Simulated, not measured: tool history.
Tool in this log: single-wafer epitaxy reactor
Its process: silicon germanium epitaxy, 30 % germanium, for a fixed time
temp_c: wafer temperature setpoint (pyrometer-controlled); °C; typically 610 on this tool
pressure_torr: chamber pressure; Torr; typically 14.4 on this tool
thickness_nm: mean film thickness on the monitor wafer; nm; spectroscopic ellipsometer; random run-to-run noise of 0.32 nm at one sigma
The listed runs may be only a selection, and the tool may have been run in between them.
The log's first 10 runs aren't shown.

run,hour,temp_c,pressure_torr,"read-back reference wafer on the same gauge, thickness_nm",thickness_nm
11,256.5,610,14.4,71.896,66.926
12,287.8,610,14.4,71.805,67.713
13,306.1,610,14.4,71.792,67.062
# hour 323: showerhead replaced
14,332.2,610,14.4,71.602,67.585
15,361.7,610,14.4,71.897,67.562
# hour 361.8: gauge calibrated
16,391.5,605,18,71.982,67.578
# hour 411.2: pyrometer calibrated
17,413.3,606,12,71.714,55.831
18,448.4,610,14.4,71.765,62.907
19,463.6,610,14.4,71.923,63.404
20,479.3,601,17.7,71.905,58.518
21,497.9,606,14.4,71.899,59.164
# hour 518.7: capacitance manometer re-zeroed and calibrated
22,532.2,605,18,71.678,62.87
23,566.2,602,17.5,71.823,59.332
24,588.2,610,14.4,71.705,62.933
25,615.9,610,14.4,71.732,63.432
26,629.8,601,14.4,71.82,54.597
27,733.5,618,14.4,71.867,71.84
28,761.2,615,13.2,71.906,66.873
29,778.2,595,10.8,71.88,45.463
30,793.7,610,16.3,71.684,66.877
31,814.2,605,15.9,71.653,61.02

Below are 4 alternative next runs, each starting from the tool's condition after run 31. Predict each:
A,814.6,620,14.4,?,?
B,814.6,602,13,?,?
C,814.6,601,12.4,?,?
D,814.6,600,12.7,?,?

run,"read-back reference wafer on the same gauge, thickness_nm",thickness_nm
A,71.695,74.044
B,71.695,53.985
C,71.695,52.34
D,71.695,51.895
Stripped of hidden state, with their random variation kept, the same runs would have yielded:
run,thickness_nm
A,73.397
B,53.496
C,51.866
D,51.423
